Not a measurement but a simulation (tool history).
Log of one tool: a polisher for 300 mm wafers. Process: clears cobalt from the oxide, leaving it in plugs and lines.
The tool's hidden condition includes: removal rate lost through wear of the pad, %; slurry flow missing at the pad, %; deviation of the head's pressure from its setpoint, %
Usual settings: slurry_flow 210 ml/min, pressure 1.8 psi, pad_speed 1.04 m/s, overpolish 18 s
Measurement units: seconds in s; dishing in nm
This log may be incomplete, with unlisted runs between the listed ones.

run   hour  slurry_flow  pressure  pad_speed  overpolish  wafers since the last listed run  wafers polished on this pad  hours since the slurry nozzle was cleaned  hours since the head pressure was calibrated  incoming thickness of the incoming film, nm  seconds  dishing
  1    0.0          210       1.8       1.26           9                                 0                          696                                       64.2                                          99.5                                        223.1     48.2     33.0
  2   29.6          210       1.8       1.26           9                               201                          897                                       93.8                                         129.1                                        219.6     48.7     33.3
      47.9  -- worn pad replaced by a new one
  3   51.7          210       1.8       1.26           9                               123                           25                                      115.9                                         151.2                                        218.2     45.0     35.5
  4   71.3          210       2.2       1.20          18                               133                          159                                      135.5                                         170.8                                        218.8     42.1     55.0
  5   89.9          210       2.2       1.20          18                               126                          285                                      154.1                                         189.4                                        219.6     43.2     54.8
  6  123.0          210       1.8       1.04          18                               225                          511                                      187.2                                         222.5                                        222.1     56.2     46.5
  7  146.1          210       1.8       1.04          18                               157                          668                                      210.3                                         245.6                                        218.7     57.5     49.4
  8  177.2          210       1.8       1.04          18                               211                          880                                      241.4                                         276.7                                        220.4     59.1     46.4
  9  198.6          210       2.1       1.04          18                               145                         1026                                      262.8                                         298.1                                        221.7     57.6     47.7
     216.4  -- worn pad replaced by a new one
 10  230.1          210       2.1       1.04          18                               187                           92                                      294.3                                         329.6                                        217.6     49.2     50.8
 11  251.1          210       2.1       1.04          18                               143                          235                                      315.3                                         350.6                                        224.4     51.5     50.3
 12  286.9          210       1.8       1.04          18                               243                          479                                      351.1                                         386.4                                        221.3     56.6     47.7
 13  319.8          210       1.6       1.04          18                               224                          703                                      384.0                                         419.3                                        217.3     59.8     44.9
     326.7  -- slurry nozzle cleaned
 14  344.2          185       2.3       0.92           9                               159                          863                                       17.5                                         443.7                                        221.7     59.4     29.9
 15  360.9          210       1.8       1.38          24                               113                          976                                       34.2                                         460.4                                        218.4     45.4     60.9
     368.0  -- head pressure recalibrated
     384.5  -- worn pad replaced by a new one
 16  385.0          260       1.8       1.04          13                               123                            3                                       58.3                                          17.0                                        217.5     52.7     40.0
 17  471.3          210       1.2       1.04          28                               587                          591                                      144.6                                         103.3                                        221.7     71.0     53.4

Run 18 is up next; what results do you expect?
 18  499.4          210       1.8       1.04          18                               191                          782                                      172.7                                         131.4                                        224.3        ?        ?

For run 18 the tool returned seconds 60.2 s, dishing 47.2 nm.
The same run, on a tool lacking any hidden state, would have yielded seconds 57.0 s, dishing 48.7 nm.
